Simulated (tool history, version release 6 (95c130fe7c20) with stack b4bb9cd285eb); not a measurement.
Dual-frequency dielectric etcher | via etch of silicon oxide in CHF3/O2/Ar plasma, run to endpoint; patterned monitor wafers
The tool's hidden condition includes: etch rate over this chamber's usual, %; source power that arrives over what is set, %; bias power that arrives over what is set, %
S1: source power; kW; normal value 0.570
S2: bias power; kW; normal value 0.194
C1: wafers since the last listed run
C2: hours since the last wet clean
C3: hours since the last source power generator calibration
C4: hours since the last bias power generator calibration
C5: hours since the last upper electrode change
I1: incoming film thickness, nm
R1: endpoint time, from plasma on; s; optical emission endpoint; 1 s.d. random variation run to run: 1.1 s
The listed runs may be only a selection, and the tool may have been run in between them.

| run | day | S1 | S2 | C1 | C2 | C3 | C4 | C5 | I1 | R1 |
|---|---|---|---|---|---|---|---|---|---|---|
| 1 | 0.000 | 0.570 | 0.194 | 0 | 656.0 | 3091.6 | 605.1 | 13.2 | 641.6 | 325.5 |
| 2 | 1.846 | 0.570 | 0.194 | 151 | 700.3 | 3135.9 | 649.4 | 57.5 | 632.4 | 319.4 |
| 3 | 3.475 | 0.570 | 0.194 | 134 | 739.4 | 3175.0 | 688.5 | 96.6 | 633.1 | 320.2 |
| 4 | 7.671 | 0.570 | 0.194 | 345 | 840.1 | 3275.7 | 789.2 | 197.3 | 633.4 | 320.9 |
|  | 9.392 | wet clean of the chamber |
| 5 | 9.412 | 0.570 | 0.194 | 61 | 0.5 | 3317.5 | 831.0 | 239.1 | 635.3 | 321.4 |
| 6 | 11.496 | 0.630 | 0.194 | 171 | 50.5 | 3367.5 | 881.0 | 289.1 | 641.2 | 314.2 |
| 7 | 21.750 | 0.570 | 0.220 | 843 | 296.6 | 3613.6 | 1127.1 | 535.2 | 639.5 | 315.1 |
| 8 | 24.600 | 0.570 | 0.194 | 234 | 365.0 | 3682.0 | 1195.5 | 603.6 | 640.6 | 323.4 |
| 9 | 28.708 | 0.570 | 0.172 | 338 | 463.6 | 3780.6 | 1294.1 | 702.2 | 633.4 | 325.2 |
| 10 | 30.762 | 0.570 | 0.194 | 169 | 512.9 | 3829.9 | 1343.4 | 751.5 | 633.7 | 318.8 |
| 11 | 33.133 | 0.570 | 0.194 | 195 | 569.8 | 3886.8 | 1400.3 | 808.4 | 634.8 | 319.1 |
| 12 | 34.817 | 0.640 | 0.217 | 138 | 610.2 | 3927.2 | 1440.7 | 848.8 | 638.6 | 306.6 |
| 13 | 38.242 | 0.470 | 0.239 | 281 | 692.4 | 4009.4 | 1522.9 | 931.0 | 638.7 | 328.4 |
|  | 39.521 | wet clean of the chamber |
| 14 | 41.079 | 0.670 | 0.229 | 151 | 37.4 | 4077.5 | 1591.0 | 999.1 | 639.4 | 299.5 |
| 15 | 44.233 | 0.690 | 0.152 | 259 | 113.1 | 4153.2 | 1666.7 | 1074.8 | 643.5 | 318.2 |
| 16 | 48.692 | 0.570 | 0.194 | 366 | 220.1 | 4260.2 | 1773.7 | 1181.8 | 636.4 | 320.6 |
| 17 | 52.133 | 0.450 | 0.194 | 283 | 302.7 | 4342.8 | 1856.3 | 1264.4 | 636.5 | 343.1 |
| 18 | 54.792 | 0.640 | 0.241 | 218 | 366.5 | 4406.6 | 1920.1 | 1328.2 | 636.6 | 300.0 |
| 19 | 58.429 | 0.450 | 0.164 | 299 | 453.8 | 4493.9 | 2007.4 | 1415.5 | 637.0 | 350.9 |
| 20 | 62.046 | 0.620 | 0.208 | 297 | 540.6 | 4580.7 | 2094.2 | 1502.3 | 638.5 | 310.1 |
|  | 64.717 | bias power generator calibrated |
| 21 | 65.583 | 0.570 | 0.194 | 277 | 625.5 | 4665.6 | 20.8 | 1587.2 | 633.1 | 320.2 |
|  | 66.033 | source power generator calibrated |
| 22 | 69.350 | 0.500 | 0.229 | 296 | 715.9 | 79.6 | 111.2 | 1677.6 | 647.3 | 332.1 |
| 23 | 71.017 | 0.480 | 0.150 | 137 | 755.9 | 119.6 | 151.2 | 1717.6 | 636.4 | 354.9 |
|  | 72.538 | wet clean of the chamber |
| 24 | 73.154 | 0.570 | 0.165 | 93 | 14.8 | 170.9 | 202.5 | 1768.9 | 636.7 | 335.2 |
| 25 | 77.017 | 0.570 | 0.194 | 317 | 107.5 | 263.6 | 295.2 | 1861.6 | 640.7 | 327.9 |
| 26 | 81.008 | 0.460 | 0.224 | 328 | 203.3 | 359.4 | 391.0 | 1957.4 | 637.2 | 335.9 |
| 27 | 83.762 | 0.570 | 0.194 | 226 | 269.4 | 425.5 | 457.1 | 2023.5 | 642.8 | 325.8 |
| 28 | 86.717 | 0.570 | 0.194 | 243 | 340.3 | 496.4 | 528.0 | 2094.4 | 639.5 | 325.2 |
| 29 | 88.396 | 0.510 | 0.158 | 138 | 380.6 | 536.7 | 568.3 | 2134.7 | 639.5 | 348.4 |
| 30 | 93.150 | 0.630 | 0.224 | 391 | 494.7 | 650.8 | 682.4 | 2248.8 | 632.6 | 303.4 |
| 31 | 95.092 | 0.570 | 0.194 | 159 | 541.3 | 697.4 | 729.0 | 2295.4 | 644.9 | 328.7 |
| 32 | 98.242 | 0.660 | 0.194 | 259 | 616.9 | 773.0 | 804.6 | 2371.0 | 633.6 | 308.9 |
| 33 | 102.088 | 0.440 | 0.151 | 316 | 709.2 | 865.3 | 896.9 | 2463.3 | 640.6 | 364.4 |
|  | 103.171 | wet clean of the chamber |
| 34 | 105.658 | 0.450 | 0.237 | 211 | 59.7 | 951.0 | 982.6 | 2549.0 | 641.4 | 332.9 |

Some steps in R1 between neighbouring runs. How much of each would the tool show without its hidden state too (settings, what came in, random variation), and how much is left for the hidden state, with any gauge scatter that isn't in both results?
Run 17 -> 18: S1 0.450 -> 0.640, S2 0.194 -> 0.241. R1 -43.1 s: hidden state +0.6, all else -43.7.
Run 18 -> 19: S1 0.640 -> 0.450, S2 0.241 -> 0.164. R1 +50.9 s: hidden state -0.7, all else +51.6.
Run 21 -> 22: S1 0.570 -> 0.500, S2 0.194 -> 0.229, source power generator calibrated. R1 +11.9 s: hidden state +4.4, all else +7.5.
Run 29 -> 30: S1 0.510 -> 0.630, S2 0.158 -> 0.224. R1 -45.0 s: hidden state -0.1, all else -44.9.
Run 32 -> 33: S1 0.660 -> 0.440, S2 0.194 -> 0.151. R1 +55.5 s: hidden state -0.4, all else +55.9.
